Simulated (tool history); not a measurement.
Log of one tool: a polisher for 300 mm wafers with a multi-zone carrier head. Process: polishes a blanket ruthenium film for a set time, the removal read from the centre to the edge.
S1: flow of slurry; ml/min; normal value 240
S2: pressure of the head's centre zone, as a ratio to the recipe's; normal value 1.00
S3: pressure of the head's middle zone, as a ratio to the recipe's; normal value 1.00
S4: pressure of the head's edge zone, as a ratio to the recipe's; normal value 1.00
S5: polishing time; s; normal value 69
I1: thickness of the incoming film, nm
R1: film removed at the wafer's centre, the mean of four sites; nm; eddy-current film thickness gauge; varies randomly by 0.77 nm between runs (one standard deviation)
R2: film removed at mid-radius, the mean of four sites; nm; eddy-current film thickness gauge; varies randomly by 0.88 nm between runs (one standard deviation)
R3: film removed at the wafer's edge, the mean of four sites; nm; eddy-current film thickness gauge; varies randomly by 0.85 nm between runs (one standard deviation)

Run 1, hour 0.0: usual settings but S1 315 ml/min, S5 63 s; I1 596.7. Result: R1 60.1 nm, R2 58.4 nm, R3 60.5 nm.
Run 2, hour 14.7: usual settings but S4 1.10, S5 52 s; I1 588.9. Result: R1 48.0 nm, R2 47.6 nm, R3 51.0 nm.
Run 3, hour 26.2: usual settings but S2 1.11, S3 0.88; I1 587.5. Result: R1 70.6 nm, R2 57.6 nm, R3 63.9 nm.
Run 4, hour 34.2: usual settings but S1 300 ml/min, S2 0.94, S3 0.97; I1 590.0. Result: R1 59.2 nm, R2 62.9 nm, R3 64.4 nm.
Run 5, hour 44.0: usual settings; I1 583.9. Result: R1 61.3 nm, R2 63.6 nm, R3 62.7 nm.
Run 6, hour 53.9: usual settings but S1 200 ml/min, S2 0.93, S3 1.07, S4 0.91; I1 579.2. Result: R1 56.8 nm, R2 65.1 nm, R3 60.5 nm.
Run 7, hour 64.3: usual settings but S2 1.06, S4 1.05; I1 580.9. Result: R1 66.2 nm, R2 61.4 nm, R3 64.8 nm.
Run 8, hour 72.9: usual settings but S1 310 ml/min, S2 0.89, S3 1.10, S4 1.07; I1 593.8. Result: R1 57.3 nm, R2 70.5 nm, R3 65.0 nm.
Run 9, hour 102.5: usual settings but S2 0.93; I1 596.8. Result: R1 58.3 nm, R2 61.9 nm, R3 65.2 nm.
Run 10, hour 119.6: usual settings but S1 310 ml/min; I1 591.5. Result: R1 64.0 nm, R2 63.7 nm, R3 64.8 nm.
Run 11, hour 129.6: usual settings but S3 1.06, S4 0.95; I1 591.0. Result: R1 63.1 nm, R2 65.9 nm, R3 62.1 nm.
Run 12, hour 140.0: usual settings but S2 0.92, S5 54 s; I1 582.3. Result: R1 44.0 nm, R2 48.4 nm, R3 50.1 nm.
Run 13, hour 154.4: usual settings but S1 265 ml/min, S2 0.88, S4 0.91, S5 49 s; I1 590.7. Result: R1 39.8 nm, R2 44.3 nm, R3 44.0 nm.
Run 14, hour 161.9: usual settings but S1 320 ml/min, S4 1.10, S5 82 s; I1 590.3. Result: R1 77.0 nm, R2 76.1 nm, R3 80.2 nm.
Run 15, hour 168.9: usual settings; I1 580.9. Result: R1 63.9 nm, R2 62.6 nm, R3 63.6 nm.
Run 16, hour 179.6: usual settings but S1 205 ml/min, S2 1.05, S3 0.90, S4 0.91; I1 586.2. Result: R1 63.0 nm, R2 55.9 nm, R3 58.6 nm.
Run 17, hour 189.9: usual settings but S1 190 ml/min, S2 1.08, S4 1.10, S5 54 s; I1 592.6. Result: R1 50.5 nm, R2 46.4 nm, R3 51.8 nm.
Run 18, hour 205.7: usual settings; I1 588.0. Result: R1 62.7 nm, R2 61.5 nm, R3 63.2 nm.
Run 19, hour 214.8: usual settings but S3 1.12; I1 587.7. Result: R1 62.8 nm, R2 68.7 nm, R3 63.8 nm.
Run 20, hour 229.2: usual settings; I1 586.1. Result: R1 63.3 nm, R2 61.2 nm, R3 64.3 nm.
Run 21, hour 239.7: usual settings but S5 55 s; I1 591.2. Result: R1 49.8 nm, R2 49.5 nm, R3 51.5 nm.
Run 22, hour 251.5: usual settings but S2 1.05; I1 602.0. Result: R1 66.2 nm, R2 62.1 nm, R3 63.4 nm.
Run 23, hour 258.3: usual settings; I1 580.0. Result: R1 61.2 nm, R2 62.6 nm, R3 64.5 nm.
Run 24, hour 273.3: usual settings but S4 1.06, S5 87 s; I1 589.4. Result: R1 78.7 nm, R2 77.2 nm, R3 82.6 nm.

Not shown: 4 entries that the log had between the listed runs. Between which runs, and how does the tool's hidden state differ before and after?
Runs 5 to 6: carrier head's membrane replaced by a new one (hour 53.4)
  no difference in the tool's unlogged condition between these two runs
Runs 11 to 12: worn pad replaced by a new one (hour 138.5)
  no difference in the tool's unlogged condition between these two runs
Runs 19 to 20: slurry nozzle cleaned (hour 220.5)
  no difference in the tool's unlogged condition between these two runs
Runs 22 to 23: centre zone pressure recalibrated (hour 257.4)
  no difference in the tool's unlogged condition between these two runs
